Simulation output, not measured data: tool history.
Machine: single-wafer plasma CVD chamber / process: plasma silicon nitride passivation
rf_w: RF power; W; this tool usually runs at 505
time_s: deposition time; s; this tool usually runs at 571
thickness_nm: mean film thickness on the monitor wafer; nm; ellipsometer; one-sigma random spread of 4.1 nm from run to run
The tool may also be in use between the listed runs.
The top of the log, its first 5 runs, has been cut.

run    hour  rf_w  time_s  wafers since the last listed run  hours since the last RF generator calibration  hours since the showerhead was replaced  hours since the gauge calibration  read-back reference wafer on the same gauge, thickness_nm  thickness_nm
  6   424.5   505     571                               151                                          347.5                                   5014.4                             2051.9                                                    749.287       791.656
  7   487.2   570     571                               193                                          410.2                                   5077.1                             2114.6                                                    748.968       827.538
  8   575.4   570     571                               271                                          498.4                                   5165.3                             2202.8                                                    749.939       814.287
  9   623.8   550     571                               149                                          546.8                                   5213.7                             2251.2                                                    748.527       810.688
 10   670.3   550     571                               143                                          593.3                                   5260.2                             2297.7                                                     748.92       808.024
 11   759.6   550     571                               275                                          682.6                                   5349.5                               2387                                                     749.21       811.949
 12     820   505     649                               186                                            743                                   5409.9                             2447.4                                                    749.682       901.618
 13   883.7   505     644                               196                                          806.7                                   5473.6                             2511.1                                                    749.028        892.54
 14   968.1   505     644                               260                                          891.1                                     5558                             2595.5                                                     748.04       892.898
 15  1211.6   505     571                               750                                         1134.6                                   5801.5                               2839                                                    748.612       783.361
 16  1258.9   440     462                               145                                         1181.9                                   5848.8                             2886.3                                                    749.922       611.165
     1280.5  -- gauge calibrated
 17  1303.9   505     678                               138                                         1226.9                                   5893.8                               23.4                                                    749.044       941.238
     1376.6  -- showerhead replaced
 18  1398.2   505     571                               265                                         1321.2                                     21.6                              117.7                                                    748.931       788.295
 19  1469.9   560     510                               220                                         1392.9                                     93.3                              189.4                                                    748.326       725.538
 20  1515.7   505     487                               141                                         1438.7                                    139.1                              235.2                                                    748.933        665.46
     1551.8  -- RF generator calibrated
 21  1599.7   595     653                               234                                           47.9                                    223.1                              319.2                                                    748.964       928.263
 22  1698.5   445     609                               304                                          146.7                                    321.9                                418                                                    749.238       802.182
 23  1772.5   505     571                               227                                          220.7                                    395.9                                492                                                    749.473       773.168
 24    1875   420     540                               315                                          323.2                                    498.4                              594.5                                                     748.77        695.95
     1905.4  -- RF generator calibrated, repeated, since the last time left the tool worse
 25  1915.1   565     668                                98                                            9.7                                    538.5                              634.6                                                    749.111       970.837
 26  1995.5   585     571                               247                                           90.1                                    618.9                                715                                                    749.284       831.332

For run 27, what comes out?
 27  2058.4   565     571                               193                                            153                                    681.8                              777.9                                                          ?             ?

Logged for run 27: read-back reference wafer on the same gauge, thickness_nm 749.691, thickness_nm 833.09 nm.
Without the tool's hidden state the same run would have given thickness_nm 837.755 nm.
